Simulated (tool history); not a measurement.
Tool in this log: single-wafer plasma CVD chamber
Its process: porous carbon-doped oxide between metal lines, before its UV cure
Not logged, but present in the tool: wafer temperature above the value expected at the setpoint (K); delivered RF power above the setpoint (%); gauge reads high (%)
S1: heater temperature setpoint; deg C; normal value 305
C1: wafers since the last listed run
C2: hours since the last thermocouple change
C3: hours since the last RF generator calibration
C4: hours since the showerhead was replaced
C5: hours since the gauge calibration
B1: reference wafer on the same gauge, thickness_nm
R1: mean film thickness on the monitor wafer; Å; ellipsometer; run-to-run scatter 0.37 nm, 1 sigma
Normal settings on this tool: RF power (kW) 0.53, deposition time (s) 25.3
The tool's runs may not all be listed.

run 1 hour=0 | S1=294 RF_power_(kW)=0.53 deposition_time_(s)=22.2 | C1=0 C2=627.1 C3=794.6 C4=6079.7 C5=392.1 | B1=174.962 | R1=1437.92
run 2 hour=38.6 | S1=294 RF_power_(kW)=0.53 deposition_time_(s)=22.2 | C1=687 C2=665.7 C3=833.2 C4=6118.3 C5=430.7 | B1=175.097 | R1=1438.26
run 3 hour=117 | S1=308 RF_power_(kW)=0.53 deposition_time_(s)=25.3 | C1=1395 C2=744.1 C3=911.6 C4=6196.7 C5=509.1 | B1=174.979 | R1=1516.49
run 4 hour=156.6 | S1=305 RF_power_(kW)=0.61 deposition_time_(s)=25.3 | C1=704 C2=783.7 C3=951.2 C4=6236.3 C5=548.7 | B1=175.056 | R1=1710.59
run 5 hour=218.5 | S1=305 RF_power_(kW)=0.61 deposition_time_(s)=25.3 | C1=1101 C2=845.6 C3=1013.1 C4=6298.2 C5=610.6 | B1=174.906 | R1=1710.29
run 6 hour=316.2 | S1=305 RF_power_(kW)=0.53 deposition_time_(s)=25.3 | C1=1739 C2=943.3 C3=1110.8 C4=6395.9 C5=708.3 | B1=174.86 | R1=1544.15
run 7 hour=356 | S1=305 RF_power_(kW)=0.53 deposition_time_(s)=25.3 | C1=708 C2=983.1 C3=1150.6 C4=6435.7 C5=748.1 | B1=174.972 | R1=1545.69
run 8 hour=445.4 | S1=311 RF_power_(kW)=0.53 deposition_time_(s)=25.3 | C1=1591 C2=1072.5 C3=1240 C4=6525.1 C5=837.5 | B1=174.969 | R1=1500.81
run 9 hour=493.9 | S1=305 RF_power_(kW)=0.585 deposition_time_(s)=23.1 | C1=863 C2=1121 C3=1288.5 C4=6573.6 C5=886 | B1=175.033 | R1=1516.07
run 10 hour=542.3 | S1=312 RF_power_(kW)=0.585 deposition_time_(s)=27.8 | C1=861 C2=1169.4 C3=1336.9 C4=6622 C5=934.4 | B1=174.927 | R1=1750.5
-- hour=571.2 thermocouple changed; heater temperature recalibrated
run 11 hour=790.9 | S1=292 RF_power_(kW)=0.53 deposition_time_(s)=27.8 | C1=4282 C2=219.7 C3=1585.5 C4=6870.6 C5=1183 | B1=174.933 | R1=1796.88
run 12 hour=977.4 | S1=309 RF_power_(kW)=0.53 deposition_time_(s)=25.3 | C1=3319 C2=406.2 C3=1772 C4=7057.1 C5=1369.5 | B1=175.099 | R1=1509.92
run 13 hour=1071.4 | S1=305 RF_power_(kW)=0.6 deposition_time_(s)=28.1 | C1=1673 C2=500.2 C3=1866 C4=7151.1 C5=1463.5 | B1=175.02 | R1=1880.9
run 14 hour=1167.4 | S1=312 RF_power_(kW)=0.585 deposition_time_(s)=27.8 | C1=1708 C2=596.2 C3=1962 C4=7247.1 C5=1559.5 | B1=174.916 | R1=1759.21
-- hour=1230.2 RF generator calibrated
-- hour=1262.8 gauge calibrated
run 15 hour=1263.5 | S1=305 RF_power_(kW)=0.53 deposition_time_(s)=25.3 | C1=1568 C2=692.3 C3=33.3 C4=7343.2 C5=0.7 | B1=175.076 | R1=1545.69
-- hour=1322 showerhead replaced
run 16 hour=1328.9 | S1=305 RF_power_(kW)=0.63 deposition_time_(s)=29.6 | C1=1021 C2=757.7 C3=98.7 C4=6.9 C5=66.1 | B1=175.058 | R1=2040.7
run 17 hour=1386.3 | S1=305 RF_power_(kW)=0.53 deposition_time_(s)=25.3 | C1=1021 C2=815.1 C3=156.1 C4=64.3 C5=123.5 | B1=175.064 | R1=1547.16
run 18 hour=1657.7 | S1=316 RF_power_(kW)=0.53 deposition_time_(s)=28.6 | C1=4831 C2=1086.5 C3=427.5 C4=335.7 C5=394.9 | B1=174.911 | R1=1647.26
run 19 hour=1747.3 | S1=305 RF_power_(kW)=0.555 deposition_time_(s)=28.2 | C1=1594 C2=1176.1 C3=517.1 C4=425.3 C5=484.5 | B1=175.13 | R1=1775.99

Predict each of these 5 candidate next runs independently; none follows another, all start after run 19:
run A hour=1747.7 | S1=305 RF_power_(kW)=0.445 deposition_time_(s)=25.3 | C1=7 C2=1176.5 C3=517.5 C4=425.7 C5=484.9 | B1=? | R1=?
run B hour=1747.7 | S1=305 RF_power_(kW)=0.53 deposition_time_(s)=30.2 | C1=7 C2=1176.5 C3=517.5 C4=425.7 C5=484.9 | B1=? | R1=?
run C hour=1747.7 | S1=313 RF_power_(kW)=0.465 deposition_time_(s)=21.4 | C1=7 C2=1176.5 C3=517.5 C4=425.7 C5=484.9 | B1=? | R1=?
run D hour=1747.7 | S1=313 RF_power_(kW)=0.575 deposition_time_(s)=25.3 | C1=7 C2=1176.5 C3=517.5 C4=425.7 C5=484.9 | B1=? | R1=?
run E hour=1747.7 | S1=305 RF_power_(kW)=0.575 deposition_time_(s)=25.3 | C1=7 C2=1176.5 C3=517.5 C4=425.7 C5=484.9 | B1=? | R1=?

run=A B1=175.201 R1=1341.13
run=B B1=175.201 R1=1831.46
run=C B1=175.201 R1=1142.09
run=D B1=175.201 R1=1577.74
run=E B1=175.201 R1=1639.11
Stripped of hidden state, with their random variation kept, the same runs would have yielded:
run=A R1=1341.13
run=B R1=1831.46
run=C R1=1142.09
run=D R1=1577.74
run=E R1=1639.11

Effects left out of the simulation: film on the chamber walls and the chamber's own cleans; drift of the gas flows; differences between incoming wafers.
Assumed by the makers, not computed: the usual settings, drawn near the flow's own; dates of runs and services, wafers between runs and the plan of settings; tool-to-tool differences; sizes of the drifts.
